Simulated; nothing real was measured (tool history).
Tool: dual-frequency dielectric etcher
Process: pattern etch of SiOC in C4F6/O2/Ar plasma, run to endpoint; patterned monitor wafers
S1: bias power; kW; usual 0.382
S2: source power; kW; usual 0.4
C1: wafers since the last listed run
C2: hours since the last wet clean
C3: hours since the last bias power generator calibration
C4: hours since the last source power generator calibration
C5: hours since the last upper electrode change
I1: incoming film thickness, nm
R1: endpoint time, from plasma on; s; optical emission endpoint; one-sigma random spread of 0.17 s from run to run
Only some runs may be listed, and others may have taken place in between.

run     day     S1    S2   C1     C2      C3      C4      C5    I1    R1
  1       0  0.382  0.48    0  419.1  3093.7  4177.9  2417.2  52.7  20.5
  2     0.5  0.382  0.36  153  431.1  3105.7  4189.9  2429.2  52.7  23.8
  3   1.975  0.382  0.36  451  466.5  3141.1  4225.3  2464.6  52.7  23.8
  4   2.692  0.382  0.33  219  483.7  3158.3  4242.5  2481.8  52.7  24.6
  5   3.654  0.382  0.33  294  506.8  3181.4  4265.6  2504.9  52.9  24.6
  6   5.088  0.382   0.4  439  541.2  3215.8    4300  2539.3  52.8  22.7
      8.458  -- wet clean of the chamber
  7   8.929  0.325   0.4  870   11.3    3308  4392.2  2631.5  53.1  23.3
  8   9.779  0.325   0.4  260   31.7  3328.4  4412.6  2651.9  53.3  23.2
  9   10.35  0.382   0.4  174   45.4  3342.1  4426.3  2665.6  52.4  21.2
 10  11.746  0.382   0.4  427   78.9  3375.6  4459.8  2699.1  52.8  21.3
     12.725  -- source power generator calibrated
 11  12.833  0.382   0.4  282    105  3401.7     2.6  2725.2  52.8  21.5
 12  13.829  0.382   0.4  305  128.9  3425.6    26.5  2749.1  52.8  21.8
 13   15.05  0.328  0.33  373  158.2  3454.9    55.8  2778.4  52.4  25.4
 14  15.704  0.337  0.31  200  173.9  3470.6    71.5  2794.1  52.2  25.7
      17.25  -- upper electrode replaced
 15  17.271  0.382   0.4  173  211.5  3508.2   109.1     0.5  52.1  21.8
 16  18.288  0.382  0.35  311  235.9  3532.6   133.5    24.9  52.3    23
 17  19.429  0.382  0.47  349  263.3    3560   160.9    52.3  52.8  20.4
 18  20.525   0.35  0.43  335  289.6  3586.3   187.2    78.6  53.1    22
     21.171  -- bias power generator calibrated
 19  21.192  0.432  0.31  153  305.6     0.5   203.2    94.6  52.4  22.9
 20  22.508  0.325   0.4  403  337.2    32.1   234.8   126.2  52.8  23.9
 21  23.858  0.382   0.4  413  369.6    64.5   267.2   158.6  53.1  22.3
 22  24.892  0.333   0.3  316  394.4    89.3     292   183.4  52.8  27.1
 23  26.292  0.453  0.49  428    428   122.9   325.6     217  52.6  18.9
 24  27.212  0.382   0.4  282  450.1     145   347.7   239.1  53.6  22.6

What if the next run were any one of these 5? Each begins from the tool's condition after run 24:
  A  27.229  0.382   0.4   5  450.5  145.4  348.1  239.5  52.9   ?
  B  27.229  0.315  0.36   5  450.5  145.4  348.1  239.5  52.9   ?
  C  27.229  0.312  0.44   5  450.5  145.4  348.1  239.5  52.9   ?
  D  27.229  0.356  0.46   5  450.5  145.4  348.1  239.5  52.9   ?
  E  27.229  0.343  0.44   5  450.5  145.4  348.1  239.5  52.9   ?

run    R1
  A  21.9
  B  25.3
  C  23.2
  D  21.4
  E  22.2
Without the tool's hidden state the same runs would have given:
run    R1
  A  21.1
  B  24.3
  C  22.3
  D  20.5
  E  21.3
